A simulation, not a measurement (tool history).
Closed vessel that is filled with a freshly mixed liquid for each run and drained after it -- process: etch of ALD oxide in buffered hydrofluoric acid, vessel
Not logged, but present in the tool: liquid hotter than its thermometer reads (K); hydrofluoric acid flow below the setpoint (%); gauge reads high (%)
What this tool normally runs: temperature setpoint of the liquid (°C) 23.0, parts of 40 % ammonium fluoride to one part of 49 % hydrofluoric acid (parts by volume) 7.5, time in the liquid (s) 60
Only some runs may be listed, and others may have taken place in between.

| run | day | temperature setpoint of the liquid (°C) | parts of 40 % ammonium fluoride to one part of 49 % hydrofluoric acid (parts by volume) | time in the liquid (s) | wafers since the last listed run | hours since the thermometer was replaced | hours since the hydrofluoric acid flow meter was replaced | hours since the gauge calibration | read-back film thickness of the ALD oxide reference wafer, read on the same gauge (nm) | thickness taken off the ALD oxide on a monitor wafer (angstrom) |
|---|---|---|---|---|---|---|---|---|---|---|
| 1 | 0.000 | 23.0 | 7.5 | 60 | 0 | 1431.6 | 653.2 | 447.2 | 40.01 | 1989.5 |
| 2 | 0.425 | 23.0 | 7.5 | 60 | 1448 | 1441.8 | 663.4 | 457.4 | 40.01 | 1973.5 |
| 3 | 0.875 | 23.0 | 7.5 | 60 | 1533 | 1452.6 | 674.2 | 468.2 | 39.99 | 1985.5 |
| 4 | 1.467 | 23.0 | 7.5 | 60 | 2016 | 1466.8 | 688.4 | 482.4 | 40.01 | 1992.4 |
| 5 | 2.062 | 23.0 | 7.5 | 60 | 2030 | 1481.1 | 702.7 | 496.7 | 40.00 | 1976.7 |
| 6 | 2.692 | 19.5 | 8.5 | 60 | 2143 | 1496.2 | 717.8 | 511.8 | 40.01 | 1412.8 |
| 7 | 3.050 | 19.5 | 8.5 | 60 | 1220 | 1504.8 | 726.4 | 520.4 | 40.00 | 1425.1 |
| 8 | 3.375 | 19.5 | 8.5 | 60 | 1107 | 1512.6 | 734.2 | 528.2 | 39.99 | 1422.7 |
| 9 | 3.933 | 23.0 | 7.5 | 60 | 1902 | 1526.0 | 747.6 | 541.6 | 40.01 | 1978.0 |
| 10 | 4.596 | 23.0 | 7.5 | 60 | 2257 | 1541.9 | 763.5 | 557.5 | 39.99 | 1977.9 |
| 11 | 4.917 | 23.0 | 7.5 | 60 | 1093 | 1549.6 | 771.2 | 565.2 | 40.00 | 1985.4 |
|  | 5.492 | gauge calibrated |
| 12 | 5.538 | 23.0 | 7.5 | 60 | 2115 | 1564.5 | 786.1 | 1.1 | 39.99 | 1980.9 |
| 13 | 6.188 | 23.0 | 7.5 | 60 | 2214 | 1580.1 | 801.7 | 16.7 | 40.01 | 1981.6 |
| 14 | 8.108 | 23.0 | 7.5 | 60 | 6545 | 1626.2 | 847.8 | 62.8 | 40.00 | 1985.3 |
|  | 8.179 | hydrofluoric acid flow meter replaced |
| 15 | 8.850 | 23.0 | 7.5 | 60 | 2385 | 1644.0 | 16.1 | 80.6 | 39.99 | 1964.3 |
|  | 9.292 | thermometer replaced |
| 16 | 9.312 | 25.5 | 5.5 | 60 | 1433 | 0.5 | 27.2 | 91.7 | 40.01 | 3009.5 |
| 17 | 9.750 | 23.0 | 7.5 | 60 | 1490 | 11.0 | 37.7 | 102.2 | 40.02 | 1997.1 |
| 18 | 10.038 | 19.0 | 10.0 | 60 | 979 | 17.9 | 44.6 | 109.1 | 40.01 | 1217.5 |
| 19 | 10.733 | 23.0 | 10.0 | 60 | 2370 | 34.6 | 61.3 | 125.8 | 40.02 | 1506.5 |
| 20 | 11.350 | 23.0 | 8.5 | 90 | 2101 | 49.4 | 76.1 | 140.6 | 39.99 | 2576.3 |
| 21 | 12.038 | 23.0 | 5.0 | 60 | 2342 | 65.9 | 92.6 | 157.1 | 39.98 | 2841.4 |
| 22 | 12.362 | 27.0 | 6.0 | 45 | 1107 | 73.7 | 100.4 | 164.9 | 39.99 | 2279.8 |
| 23 | 12.925 | 23.0 | 7.5 | 60 | 1916 | 87.2 | 113.9 | 178.4 | 39.99 | 1989.5 |
| 24 | 13.267 | 23.0 | 7.5 | 60 | 1164 | 95.4 | 122.1 | 186.6 | 39.98 | 1979.5 |
| 25 | 13.975 | 25.0 | 5.0 | 35 | 2413 | 112.4 | 139.1 | 203.6 | 40.01 | 1860.4 |
| 26 | 14.562 | 23.0 | 7.5 | 80 | 2001 | 126.5 | 153.2 | 217.7 | 40.02 | 2620.0 |
| 27 | 15.138 | 20.0 | 7.5 | 50 | 1959 | 140.3 | 167.0 | 231.5 | 39.98 | 1395.6 |
| 28 | 15.750 | 23.0 | 7.5 | 75 | 2087 | 155.0 | 181.7 | 246.2 | 40.02 | 2484.3 |
| 29 | 16.308 | 23.0 | 7.5 | 60 | 1902 | 168.4 | 195.1 | 259.6 | 40.01 | 1975.7 |
| 30 | 17.558 | 23.0 | 5.5 | 60 | 4259 | 198.4 | 225.1 | 289.6 | 39.99 | 2591.9 |
| 31 | 17.983 | 23.0 | 8.5 | 90 | 1448 | 208.6 | 235.3 | 299.8 | 39.99 | 2561.0 |
| 32 | 18.538 | 25.5 | 9.0 | 35 | 1888 | 221.9 | 248.6 | 313.1 | 40.01 | 1073.0 |
| 33 | 19.096 | 19.0 | 7.5 | 60 | 1902 | 235.3 | 262.0 | 326.5 | 39.99 | 1579.0 |

Take each entry between the runs: how does the hidden state at the last listed run before it differ from the hidden state at the first listed run after it?
After run 11, before run 12: gauge calibrated (day 5.492)
  no hidden state differs between the two runs
After run 14, before run 15: hydrofluoric acid flow meter replaced (day 8.179)
  no hidden state differs between the two runs
After run 15, before run 16: thermometer replaced (day 9.292)
  no hidden state differs between the two runs
